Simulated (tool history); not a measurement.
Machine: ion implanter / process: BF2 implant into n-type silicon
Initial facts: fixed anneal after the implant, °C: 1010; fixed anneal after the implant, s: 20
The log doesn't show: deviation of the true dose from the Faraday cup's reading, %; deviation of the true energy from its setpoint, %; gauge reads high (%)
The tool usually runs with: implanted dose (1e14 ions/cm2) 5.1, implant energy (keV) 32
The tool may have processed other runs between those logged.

| run | day | implanted dose (1e14 ions/cm2) | implant energy (keV) | wafers since the last listed run | hours since the last dose calibration | hours since the extraction supply was calibrated | hours since the gauge calibration | read-back reference wafer on the same gauge, sheet resistance | sheet resistance of the implanted and annealed layer (ohm/square) |
|---|---|---|---|---|---|---|---|---|---|
| 1 | 0 | 5.1 | 29.5 | 0 | 545.6 | 5514 | 142.8 | 258.22 | 224.94 |
| 2 | 0.9 | 5.1 | 29.5 | 308 | 567.2 | 5535.6 | 164.4 | 258.29 | 223.69 |
| 3 | 1.45 | 5.87 | 32 | 188 | 580.4 | 5548.8 | 177.6 | 258.15 | 198.73 |
| 4 | 2.421 | 5.87 | 32 | 332 | 603.7 | 5572.1 | 200.9 | 258.25 | 198.84 |
|  | 2.788 | Faraday cup replaced and dose calibrated |
| 5 | 3.412 | 5.87 | 32 | 225 | 15 | 5595.9 | 224.7 | 257.86 | 199.21 |
| 6 | 4.512 | 5.1 | 32 | 376 | 41.4 | 5622.3 | 251.1 | 257.89 | 222.28 |
| 7 | 7.396 | 5.1 | 32 | 987 | 110.6 | 5691.5 | 320.3 | 257.13 | 220.06 |
| 8 | 8.888 | 5.1 | 32 | 510 | 146.4 | 5727.3 | 356.1 | 256.59 | 220.71 |
| 9 | 9.879 | 5.1 | 32 | 339 | 170.2 | 5751.1 | 379.9 | 256.27 | 221.07 |
| 10 | 10.671 | 5.1 | 32 | 271 | 189.2 | 5770.1 | 398.9 | 256.01 | 222 |
| 11 | 11.862 | 4.59 | 32 | 408 | 217.8 | 5798.7 | 427.5 | 255.55 | 240.51 |
|  | 15.933 | extraction supply calibrated |
| 12 | 16.175 | 5.1 | 32 | 1362 | 321.3 | 5.8 | 531 | 253.49 | 220.45 |
| 13 | 17.058 | 5.1 | 32 | 302 | 342.5 | 27 | 552.2 | 253.47 | 218.83 |
| 14 | 18.079 | 5.1 | 23.5 | 349 | 367 | 51.5 | 576.7 | 252.71 | 230.76 |
|  | 18.083 | gauge calibrated |
| 15 | 19.008 | 4.67 | 32 | 318 | 389.3 | 73.8 | 22.2 | 259.85 | 240.14 |
| 16 | 20.258 | 6 | 40 | 428 | 419.3 | 103.8 | 52.2 | 259.68 | 189.58 |
| 17 | 21.6 | 5.1 | 39.5 | 459 | 451.5 | 136 | 84.4 | 259.33 | 217.27 |
| 18 | 22.15 | 4.03 | 24 | 188 | 464.7 | 149.2 | 97.6 | 259.84 | 279.69 |
| 19 | 22.75 | 6.35 | 24.5 | 205 | 479.1 | 163.6 | 112 | 259.5 | 200.83 |
| 20 | 23.783 | 5.62 | 37.5 | 353 | 503.9 | 188.4 | 136.8 | 259.64 | 202.52 |
| 21 | 24.35 | 5.1 | 32 | 194 | 517.5 | 202 | 150.4 | 259.25 | 223.43 |
| 22 | 25.729 | 6.41 | 39 | 472 | 550.6 | 235.1 | 183.5 | 258.94 | 178.81 |
| 23 | 26.525 | 6.54 | 35 | 272 | 569.7 | 254.2 | 202.6 | 258.99 | 180.85 |
|  | 27.058 | Faraday cup replaced and dose calibrated |
| 24 | 28.646 | 4.14 | 38.5 | 612 | 38.1 | 305.1 | 253.5 | 258.4 | 261.11 |
| 25 | 29.3 | 5.1 | 40 | 224 | 53.8 | 320.8 | 269.2 | 258.17 | 216.72 |
| 26 | 29.933 | 6.58 | 26 | 216 | 69 | 336 | 284.4 | 258.22 | 192.55 |
| 27 | 30.512 | 4.5 | 32 | 198 | 82.9 | 349.9 | 298.3 | 258.44 | 246.84 |

Run 28 comes next. What will it give?
| 28 | 31.212 | 3.8 | 24.5 | 239 | 99.7 | 366.7 | 315.1 | ? | ? |

Run 28 yielded read-back reference wafer on the same gauge, sheet resistance 257.96, sheet resistance of the implanted and annealed layer (ohm/square) 293.27.
Without the tool's hidden state the same run would have given sheet resistance of the implanted and annealed layer (ohm/square) 294.52.
